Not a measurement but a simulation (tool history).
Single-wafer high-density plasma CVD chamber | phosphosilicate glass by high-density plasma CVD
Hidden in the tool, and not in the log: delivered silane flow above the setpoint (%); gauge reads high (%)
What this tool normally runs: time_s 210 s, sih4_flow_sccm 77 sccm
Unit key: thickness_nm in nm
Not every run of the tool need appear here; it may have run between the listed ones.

| run | day | time_s | sih4_flow_sccm | wafers since the last listed run | hours since the silane flow controller was replaced | hours since the gauge calibration | read-back reference wafer on the same gauge, thickness_nm | thickness_nm |
|---|---|---|---|---|---|---|---|---|
| 1 | 0 | 210 | 81 | 0 | 3257.6 | 278.9 | 1830.44 | 1697.733 |
| 2 | 1.162 | 210 | 81 | 174 | 3285.5 | 306.8 | 1830.822 | 1694.435 |
| 3 | 2.196 | 210 | 81 | 155 | 3310.3 | 331.6 | 1830.868 | 1691.624 |
| 4 | 3.321 | 210 | 77 | 168 | 3337.3 | 358.6 | 1828.525 | 1610.553 |
| 5 | 7.788 | 210 | 71 | 670 | 3444.5 | 465.8 | 1829.907 | 1480.602 |
| 6 | 9.821 | 238 | 77 | 305 | 3493.3 | 514.6 | 1829.572 | 1816.569 |
| 7 | 10.804 | 238 | 77 | 147 | 3516.9 | 538.2 | 1831.105 | 1816.264 |
| 8 | 12.104 | 238 | 77 | 195 | 3548.1 | 569.4 | 1829.242 | 1822.081 |
|  | 13.733 | silane flow controller replaced |
| 9 | 13.754 | 210 | 86 | 197 | 0.5 | 609 | 1828.316 | 1882.757 |
|  | 14.271 | gauge calibrated |
| 10 | 14.871 | 210 | 86 | 167 | 27.3 | 14.4 | 1830.575 | 1885.644 |
| 11 | 15.967 | 210 | 86 | 164 | 53.6 | 40.7 | 1829.558 | 1885.153 |
| 12 | 16.929 | 210 | 87 | 144 | 76.7 | 63.8 | 1829.169 | 1901.946 |
| 13 | 17.496 | 210 | 82 | 85 | 90.3 | 77.4 | 1830.546 | 1794.285 |
| 14 | 18.046 | 210 | 77 | 82 | 103.5 | 90.6 | 1829.638 | 1687.837 |
| 15 | 18.804 | 210 | 77 | 113 | 121.7 | 108.8 | 1831.111 | 1680.77 |
| 16 | 20.254 | 175 | 64 | 217 | 156.5 | 143.6 | 1831.696 | 1167.175 |
| 17 | 21.112 | 190 | 77 | 128 | 177.1 | 164.2 | 1828.442 | 1522.808 |
| 18 | 21.617 | 210 | 88 | 75 | 189.2 | 176.3 | 1829.682 | 1928.767 |
| 19 | 22.371 | 177 | 83 | 113 | 207.3 | 194.4 | 1830.732 | 1529.427 |
| 20 | 23.375 | 228 | 86 | 150 | 231.4 | 218.5 | 1829.791 | 2037.058 |
| 21 | 23.95 | 210 | 89 | 86 | 245.2 | 232.3 | 1830.711 | 1942.618 |
| 22 | 25.088 | 210 | 90 | 170 | 272.5 | 259.6 | 1830.618 | 1972.055 |
| 23 | 29.042 | 210 | 77 | 593 | 367.4 | 354.5 | 1830.479 | 1675.94 |
| 24 | 29.662 | 194 | 88 | 93 | 382.3 | 369.4 | 1828.881 | 1771.054 |
| 25 | 30.288 | 233 | 83 | 93 | 397.3 | 384.4 | 1830.69 | 2006.841 |
| 26 | 30.988 | 210 | 77 | 105 | 414.1 | 401.2 | 1830.267 | 1670.152 |
| 27 | 31.825 | 180 | 82 | 125 | 434.2 | 421.3 | 1829.465 | 1533.093 |
| 28 | 33.104 | 191 | 72 | 192 | 464.9 | 452 | 1828.703 | 1426.925 |

Consider 3 possible next runs. They are alternatives, not a sequence: every one starts from the tool as it was left by run 28. What does each give?
| A | 33.125 | 197 | 77 | 3 | 465.4 | 452.5 | ? | ? |
| B | 33.125 | 172 | 90 | 3 | 465.4 | 452.5 | ? | ? |
| C | 33.125 | 210 | 92 | 3 | 465.4 | 452.5 | ? | ? |

| run | read-back reference wafer on the same gauge, thickness_nm | thickness_nm |
|---|---|---|
| A | 1830.347 | 1573.336 |
| B | 1830.347 | 1605.593 |
| C | 1830.347 | 2003.88 |
Without the tool's hidden state the same runs would have given:
| run | thickness_nm |
|---|---|
| A | 1595.894 |
| B | 1628.614 |
| C | 2032.611 |

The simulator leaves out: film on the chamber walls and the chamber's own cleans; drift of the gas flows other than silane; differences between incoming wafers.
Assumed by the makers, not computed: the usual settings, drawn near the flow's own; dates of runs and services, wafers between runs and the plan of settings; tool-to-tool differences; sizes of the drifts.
